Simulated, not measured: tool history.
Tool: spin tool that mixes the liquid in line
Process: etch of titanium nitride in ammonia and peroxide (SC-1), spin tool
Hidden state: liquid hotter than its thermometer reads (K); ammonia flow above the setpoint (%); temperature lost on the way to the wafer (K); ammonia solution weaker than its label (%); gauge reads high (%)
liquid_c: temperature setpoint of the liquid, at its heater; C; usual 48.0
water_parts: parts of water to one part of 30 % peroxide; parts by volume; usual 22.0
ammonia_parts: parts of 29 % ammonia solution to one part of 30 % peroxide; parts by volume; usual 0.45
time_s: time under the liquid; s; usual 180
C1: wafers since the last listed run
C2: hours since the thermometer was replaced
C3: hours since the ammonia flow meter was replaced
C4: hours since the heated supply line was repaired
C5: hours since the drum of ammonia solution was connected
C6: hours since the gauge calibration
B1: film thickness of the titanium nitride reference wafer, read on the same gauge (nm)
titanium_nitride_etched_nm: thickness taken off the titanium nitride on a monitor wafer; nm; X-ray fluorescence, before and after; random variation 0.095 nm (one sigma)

Run 1, hour 0.0: usual settings but ammonia_parts 0.60 parts by volume; C1 0; C2 934.1; C3 1147.8; C4 2399.0; C5 568.0; C6 386.0; B1 119.99. Result: titanium_nitride_etched_nm 7.83 nm.
At hour 9.7: ammonia flow meter replaced.
Run 2, hour 15.5: usual settings; C1 72; C2 949.6; C3 5.8; C4 2414.5; C5 583.5; C6 401.5; B1 119.98. Result: titanium_nitride_etched_nm 7.46 nm.
Run 3, hour 32.3: usual settings; C1 83; C2 966.4; C3 22.6; C4 2431.3; C5 600.3; C6 418.3; B1 119.96. Result: titanium_nitride_etched_nm 7.50 nm.
Run 4, hour 58.2: usual settings; C1 129; C2 992.3; C3 48.5; C4 2457.2; C5 626.2; C6 444.2; B1 120.03. Result: titanium_nitride_etched_nm 7.42 nm.
Run 5, hour 78.7: usual settings; C1 102; C2 1012.8; C3 69.0; C4 2477.7; C5 646.7; C6 464.7; B1 119.99. Result: titanium_nitride_etched_nm 7.37 nm.
Run 6, hour 93.2: usual settings; C1 72; C2 1027.3; C3 83.5; C4 2492.2; C5 661.2; C6 479.2; B1 120.02. Result: titanium_nitride_etched_nm 7.36 nm.
Run 7, hour 110.6: usual settings but water_parts 25.5 parts by volume; C1 86; C2 1044.7; C3 100.9; C4 2509.6; C5 678.6; C6 496.6; B1 120.01. Result: titanium_nitride_etched_nm 6.74 nm.
Run 8, hour 124.0: usual settings but liquid_c 39.5 C, time_s 255 s; C1 66; C2 1058.1; C3 114.3; C4 2523.0; C5 692.0; C6 510.0; B1 119.97. Result: titanium_nitride_etched_nm 5.54 nm.
Run 9, hour 145.5: usual settings but water_parts 26.5 parts by volume, ammonia_parts 0.60 parts by volume; C1 107; C2 1079.6; C3 135.8; C4 2544.5; C5 713.5; C6 531.5; B1 120.00. Result: titanium_nitride_etched_nm 7.01 nm.
Run 10, hour 162.4: usual settings but liquid_c 55.5 C, water_parts 26.0 parts by volume, ammonia_parts 0.30 parts by volume, time_s 90 s; C1 84; C2 1096.5; C3 152.7; C4 2561.4; C5 730.4; C6 548.4; B1 119.98. Result: titanium_nitride_etched_nm 5.25 nm.
Run 11, hour 181.6: usual settings but ammonia_parts 0.65 parts by volume; C1 95; C2 1115.7; C3 171.9; C4 2580.6; C5 749.6; C6 567.6; B1 120.00. Result: titanium_nitride_etched_nm 7.73 nm.
Run 12, hour 210.0: usual settings; C1 141; C2 1144.1; C3 200.3; C4 2609.0; C5 778.0; C6 596.0; B1 120.03. Result: titanium_nitride_etched_nm 7.41 nm.
Run 13, hour 231.8: usual settings but water_parts 11.5 parts by volume, ammonia_parts 0.35 parts by volume; C1 108; C2 1165.9; C3 222.1; C4 2630.8; C5 799.8; C6 617.8; B1 120.04. Result: titanium_nitride_etched_nm 9.87 nm.
At hour 246.5: new drum of ammonia solution connected.
Run 14, hour 248.9: usual settings but time_s 135 s; C1 80; C2 1183.0; C3 239.2; C4 2647.9; C5 2.4; C6 634.9; B1 119.96. Result: titanium_nitride_etched_nm 5.54 nm.
At hour 252.6: heated supply line repaired.
At hour 265.7: gauge calibrated.
At hour 268.2: thermometer replaced.
Run 15, hour 284.1: usual settings; C1 165; C2 15.9; C3 274.4; C4 31.5; C5 37.6; C6 18.4; B1 120.02. Result: titanium_nitride_etched_nm 9.31 nm.
Run 16, hour 303.9: usual settings but liquid_c 52.5 C, water_parts 32.0 parts by volume, ammonia_parts 0.50 parts by volume, time_s 125 s; C1 98; C2 35.7; C3 294.2; C4 51.3; C5 57.4; C6 38.2; B1 120.00. Result: titanium_nitride_etched_nm 7.28 nm.
Run 17, hour 331.9: usual settings but liquid_c 52.5 C, ammonia_parts 0.60 parts by volume, time_s 150 s; C1 139; C2 63.7; C3 322.2; C4 79.3; C5 85.4; C6 66.2; B1 120.01. Result: titanium_nitride_etched_nm 11.20 nm.
Run 18, hour 358.0: usual settings but liquid_c 51.5 C, water_parts 26.0 parts by volume, ammonia_parts 0.30 parts by volume, time_s 90 s; C1 130; C2 89.8; C3 348.3; C4 105.4; C5 111.5; C6 92.3; B1 120.06. Result: titanium_nitride_etched_nm 5.00 nm.
Run 19, hour 382.7: usual settings; C1 123; C2 114.5; C3 373.0; C4 130.1; C5 136.2; C6 117.0; B1 119.98. Result: titanium_nitride_etched_nm 9.39 nm.
Run 20, hour 415.2: usual settings but ammonia_parts 0.40 parts by volume; C1 161; C2 147.0; C3 405.5; C4 162.6; C5 168.7; C6 149.5; B1 120.02. Result: titanium_nitride_etched_nm 9.03 nm.
Run 21, hour 427.3: usual settings; C1 60; C2 159.1; C3 417.6; C4 174.7; C5 180.8; C6 161.6; B1 119.97. Result: titanium_nitride_etched_nm 9.27 nm.
Run 22, hour 448.3: usual settings but liquid_c 40.0 C, water_parts 28.5 parts by volume; C1 104; C2 180.1; C3 438.6; C4 195.7; C5 201.8; C6 182.6; B1 119.99. Result: titanium_nitride_etched_nm 4.47 nm.
Run 23, hour 479.0: usual settings but water_parts 17.5 parts by volume, ammonia_parts 0.30 parts by volume, time_s 140 s; C1 153; C2 210.8; C3 469.3; C4 226.4; C5 232.5; C6 213.3; B1 120.02. Result: titanium_nitride_etched_nm 7.60 nm.

5 ways to go on from here, each from the tool as it stands after run 23. What would each give?
Run A, hour 479.5: usual settings but ammonia_parts 0.55 parts by volume; C1 2; C2 211.3; C3 469.8; C4 226.9; C5 233.0; C6 213.8; B1 ?. Result: titanium_nitride_etched_nm ?.
Run B, hour 479.5: usual settings but water_parts 33.0 parts by volume; C1 2; C2 211.3; C3 469.8; C4 226.9; C5 233.0; C6 213.8; B1 ?. Result: titanium_nitride_etched_nm ?.
Run C, hour 479.5: usual settings but liquid_c 40.0 C, water_parts 27.5 parts by volume, ammonia_parts 0.55 parts by volume, time_s 230 s; C1 2; C2 211.3; C3 469.8; C4 226.9; C5 233.0; C6 213.8; B1 ?. Result: titanium_nitride_etched_nm ?.
Run D, hour 479.5: usual settings but liquid_c 42.0 C, water_parts 26.5 parts by volume, ammonia_parts 0.60 parts by volume, time_s 245 s; C1 2; C2 211.3; C3 469.8; C4 226.9; C5 233.0; C6 213.8; B1 ?. Result: titanium_nitride_etched_nm ?.
Run E, hour 479.5: usual settings but liquid_c 54.5 C, ammonia_parts 0.65 parts by volume, time_s 255 s; C1 2; C2 211.3; C3 469.8; C4 226.9; C5 233.0; C6 213.8; B1 ?. Result: titanium_nitride_etched_nm ?.

run      B1  titanium_nitride_etched_nm
  A  120.03                        9.68
  B  120.03                        7.40
  C  120.03                        6.10
  D  120.03                        7.82
  E  120.03                       22.21
Without the tool's hidden state the same runs would have given:
run  titanium_nitride_etched_nm
  A                       10.18
  B                        7.78
  C                        6.43
  D                        8.24
  E                       23.31
